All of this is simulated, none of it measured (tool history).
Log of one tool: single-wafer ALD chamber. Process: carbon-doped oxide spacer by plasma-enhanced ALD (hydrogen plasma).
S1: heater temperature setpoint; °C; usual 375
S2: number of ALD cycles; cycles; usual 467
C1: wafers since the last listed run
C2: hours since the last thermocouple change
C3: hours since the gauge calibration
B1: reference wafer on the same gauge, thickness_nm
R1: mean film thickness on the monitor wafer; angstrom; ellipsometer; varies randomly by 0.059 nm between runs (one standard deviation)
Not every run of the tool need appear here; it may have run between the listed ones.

{"run": 1, "day": 0.0, "S1": 375, "S2": 467, "C1": 0, "C2": 1160.4, "C3": 1, "B1": 27.299, "R1": 235.57}
{"run": 2, "day": 0.475, "S1": 375, "S2": 467, "C1": 9, "C2": 1171.8, "C3": 12.4, "B1": 27.294, "R1": 234.77}
{"run": 3, "day": 0.838, "S1": 375, "S2": 467, "C1": 7, "C2": 1180.5, "C3": 21.1, "B1": 27.298, "R1": 235.93}
{"run": 4, "day": 1.354, "S1": 375, "S2": 536, "C1": 10, "C2": 1192.9, "C3": 33.5, "B1": 27.293, "R1": 269.37}
{"run": 5, "day": 2.054, "S1": 375, "S2": 536, "C1": 14, "C2": 1209.7, "C3": 50.3, "B1": 27.307, "R1": 271.01}
{"run": 6, "day": 2.654, "S1": 375, "S2": 467, "C1": 12, "C2": 1224.1, "C3": 64.7, "B1": 27.303, "R1": 234.39}
{"run": 7, "day": 3.033, "S1": 375, "S2": 467, "C1": 7, "C2": 1233.2, "C3": 73.8, "B1": 27.305, "R1": 236.37}
{"run": 8, "day": 3.554, "S1": 375, "S2": 426, "C1": 10, "C2": 1245.7, "C3": 86.3, "B1": 27.32, "R1": 215.21}
{"run": 9, "day": 4.112, "S1": 385, "S2": 523, "C1": 11, "C2": 1259.1, "C3": 99.7, "B1": 27.287, "R1": 263.77}
{"run": 10, "day": 4.533, "S1": 367, "S2": 387, "C1": 8, "C2": 1269.2, "C3": 109.8, "B1": 27.301, "R1": 194.92}
{"run": 11, "day": 5.15, "S1": 388, "S2": 493, "C1": 12, "C2": 1284, "C3": 124.6, "B1": 27.308, "R1": 248.71}
{"run": 12, "day": 5.588, "S1": 364, "S2": 408, "C1": 8, "C2": 1294.5, "C3": 135.1, "B1": 27.313, "R1": 207.14}
{"day": 5.988, "done": "thermocouple changed; heater temperature recalibrated"}
{"run": 13, "day": 6.008, "S1": 375, "S2": 536, "C1": 1, "C2": 0.5, "C3": 145.2, "B1": 27.284, "R1": 270.32}
{"day": 6.104, "done": "gauge calibrated"}
{"run": 14, "day": 6.529, "S1": 375, "S2": 543, "C1": 10, "C2": 13, "C3": 10.2, "B1": 27.284, "R1": 273.83}
{"run": 15, "day": 7.088, "S1": 375, "S2": 378, "C1": 11, "C2": 26.4, "C3": 23.6, "B1": 27.295, "R1": 190.15}
{"run": 16, "day": 7.458, "S1": 365, "S2": 421, "C1": 7, "C2": 35.3, "C3": 32.5, "B1": 27.307, "R1": 211.63}
{"run": 17, "day": 7.896, "S1": 375, "S2": 536, "C1": 8, "C2": 45.8, "C3": 43, "B1": 27.28, "R1": 269.58}

Take each entry between the runs: how does the hidden state at the last listed run before it differ from the hidden state at the first listed run after it?
From run 12 to run 13: thermocouple changed; heater temperature recalibrated (day 5.988)
  no hidden state differs between the two runs
From run 13 to run 14: gauge calibrated (day 6.104)
  no hidden state differs between the two runs
